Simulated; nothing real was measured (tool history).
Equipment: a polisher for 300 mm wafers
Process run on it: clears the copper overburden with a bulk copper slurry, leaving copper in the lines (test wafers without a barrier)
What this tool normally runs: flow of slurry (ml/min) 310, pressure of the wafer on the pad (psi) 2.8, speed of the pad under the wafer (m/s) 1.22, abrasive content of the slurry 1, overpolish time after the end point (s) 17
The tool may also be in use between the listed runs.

run    hour  flow of slurry (ml/min)  pressure of the wafer on the pad (psi)  speed of the pad under the wafer (m/s)  abrasive content of the slurry  overpolish time after the end point (s)  wafers since the last listed run  wafers polished on this pad  hours since the slurry nozzle was cleaned  hours since the head pressure was calibrated  hours since the slurry blender was calibrated  incoming thickness of the incoming film, nm  time until the end point was called (s)  dishing of a wide line in a test structure (angstrom)
  1       0                      310                                     2.8                                    1.22                             1.1                                       17                                 0                         2696                                       33.3                                         115.9                                          216.2                                       1137.2                                    135.5                                                    646
  2    60.8                      310                                     2.8                                    1.22                             1.1                                       17                               432                         3128                                       94.1                                         176.7                                            277                                       1144.3                                    139.8                                                    625
      118.4  -- worn pad replaced by a new one
  3   128.2                      310                                     2.8                                    1.22                             1.1                                       17                               450                           69                                      161.5                                         244.1                                          344.4                                       1128.6                                    121.8                                                    671
  4   218.1                      310                                     2.8                                    1.22                               1                                       17                               639                          709                                      251.4                                           334                                          434.3                                       1141.9                                    137.4                                                    640
  5   297.8                      310                                     2.8                                    1.22                               1                                       17                               566                         1276                                      331.1                                         413.7                                            514                                       1159.2                                    150.1                                                    621
  6   362.4                      310                                     2.8                                    1.22                               1                                       17                               459                         1735                                      395.7                                         478.3                                          578.6                                       1149.9                                    154.1                                                    602
      371.2  -- slurry blender recalibrated
  7   464.3                      310                                     2.8                                    1.22                               1                                       17                               710                         2446                                      497.6                                         580.2                                           93.1                                         1144                                    138.2                                                    634
      466.9  -- slurry nozzle cleaned
  8   543.2                      310                                     2.8                                    1.22                               1                                       17                               554                         3000                                       76.3                                         659.1                                            172                                       1136.4                                    139.4                                                    623
      578.9  -- head pressure recalibrated
  9   608.2                      310                                     2.8                                    1.22                               1                                       17                               448                         3448                                      141.3                                          29.3                                            237                                       1158.4                                    143.3                                                    620
      691.9  -- worn pad replaced by a new one
 10   700.8                      240                                     3.5                                    0.92                               1                                       13                               630                           63                                      233.9                                         121.9                                          329.6                                       1139.6                                    126.9                                                    594
 11     784                      270                                     2.4                                    1.22                               1                                       12                               591                          655                                      317.1                                         205.1                                          412.8                                       1147.8                                    164.3                                                    482
 12   834.6                      360                                     3.5                                    1.22                               1                                       17                               359                         1015                                      367.7                                         255.7                                          463.4                                       1163.3                                    119.8                                                    675
 13   877.5                      310                                     3.4                                    1.56                               1                                       17                               305                         1320                                      410.6                                         298.6                                          506.3                                       1145.9                                    108.3                                                    727
      906.8  -- slurry blender recalibrated
 14   958.3                      385                                       2                                    1.22                             0.9                                        8                               560                         1880                                      491.4                                         379.4                                           51.5                                       1139.4                                    189.7                                                    317
 15  1012.3                      205                                     3.4                                    1.22                               1                                       22                               384                         2264                                      545.4                                         433.4                                          105.5                                       1139.7                                    119.4                                                    760
     1064.9  -- slurry nozzle cleaned
 16  1104.5                      310                                     2.8                                    0.96                               1                                       17                               648                         2913                                       39.6                                         525.6                                          197.7                                       1143.8                                    158.1                                                    593
       1175  -- head pressure recalibrated
 17  1185.8                      310                                     1.9                                    1.22                             0.9                                       17                               564                         3477                                      120.9                                          10.8                                            279                                       1141.7                                    213.9                                                    497
     1213.8  -- worn pad replaced by a new one
 18  1244.2                      310                                     2.8                                    1.22                             1.2                                        9                               386                          216                                      179.3                                          69.2                                          337.4                                       1127.7                                    123.1                                                    466
 19  1300.6                      310                                     2.8                                    1.22                               1                                       23                               401                          617                                      235.7                                         125.6                                          393.8                                       1134.3                                    133.1                                                    716
 20  1364.4                      245                                     2.4                                    1.22                               1                                       14                               453                         1071                                      299.5                                         189.4                                          457.6                                       1144.7                                    173.1                                                    519
     1411.7  -- slurry blender recalibrated
 21  1438.8                      310                                     2.8                                    1.22                               1                                       17                               514                         1586                                      373.9                                         263.8                                           27.1                                       1122.9                                    131.5                                                    630
 22  1518.8                      310                                     2.3                                    0.98                               1                                        9                               568                         2155                                      453.9                                         343.8                                          107.1                                       1136.9                                    187.1                                                    352
 23  1578.1                      410                                       2                                    1.22                            0.85                                       23                               421                         2576                                      513.2                                         403.1                                          166.4                                       1133.1                                    198.4                                                    598
     1581.7  -- slurry nozzle cleaned
 24  1625.3                      310                                     2.8                                    1.22                               1                                       12                               328                         2905                                       43.6                                         450.3                                          213.6                                       1153.7                                    145.6                                                    511
 25  1720.7                      310                                     2.8                                    0.84                             1.2                                       17                               678                         3583                                        139                                         545.7                                            309                                       1144.2                                    171.3                                                    561
     1788.6  -- head pressure recalibrated
     1817.3  -- worn pad replaced by a new one
 26    1819                      310                                     3.5                                    0.86                               1                                       27                               656                           12                                      237.3                                          30.4                                          407.3                                       1145.8                                    129.9                                                    790
 27  1901.2                      310                                     2.8                                    1.22                               1                                       17                               584                          596                                      319.5                                         112.6                                          489.5                                       1127.5                                    138.5                                                    619
 28  1969.1                      310                                     2.8                                    0.96                               1                                       17                               482                         1079                                      387.4                                         180.5                                          557.4                                       1148.1                                      169                                                    569

Selected run-to-run steps in time until the end point was called (s), each split into two signed amounts: the part the tool would show with no hidden state at all (from settings, incoming material and random variation), and the remainder, which goes to the hidden state together with any gauge scatter not common to the measured and the hidden-state-free results:
What the log doesn't record here: removal rate lost through wear of the pad, %; slurry flow missing at the pad, %; deviation of the head's pressure from its setpoint, %; abrasive missing from the slurry, %.
Run 13 -> 14: flow of slurry (ml/min) 310 -> 385, pressure of the wafer on the pad (psi) 3.4 -> 2, speed of the pad under the wafer (m/s) 1.56 -> 1.22, abrasive content of the slurry 1 -> 0.9, overpolish time after the end point (s) 17 -> 8, slurry blender recalibrated. time until the end point was called (s) +81.4: hidden state -1.7, all else +83.1.
Run 17 -> 18: pressure of the wafer on the pad (psi) 1.9 -> 2.8, abrasive content of the slurry 0.9 -> 1.2, overpolish time after the end point (s) 17 -> 9, worn pad replaced by a new one. time until the end point was called (s) -90.8: hidden state -23.4, all else -67.4.
Run 25 -> 26: pressure of the wafer on the pad (psi) 2.8 -> 3.5, speed of the pad under the wafer (m/s) 0.84 -> 0.86, abrasive content of the slurry 1.2 -> 1, overpolish time after the end point (s) 17 -> 27, head pressure recalibrated, worn pad replaced by a new one. time until the end point was called (s) -41.4: hidden state -21.9, all else -19.5.
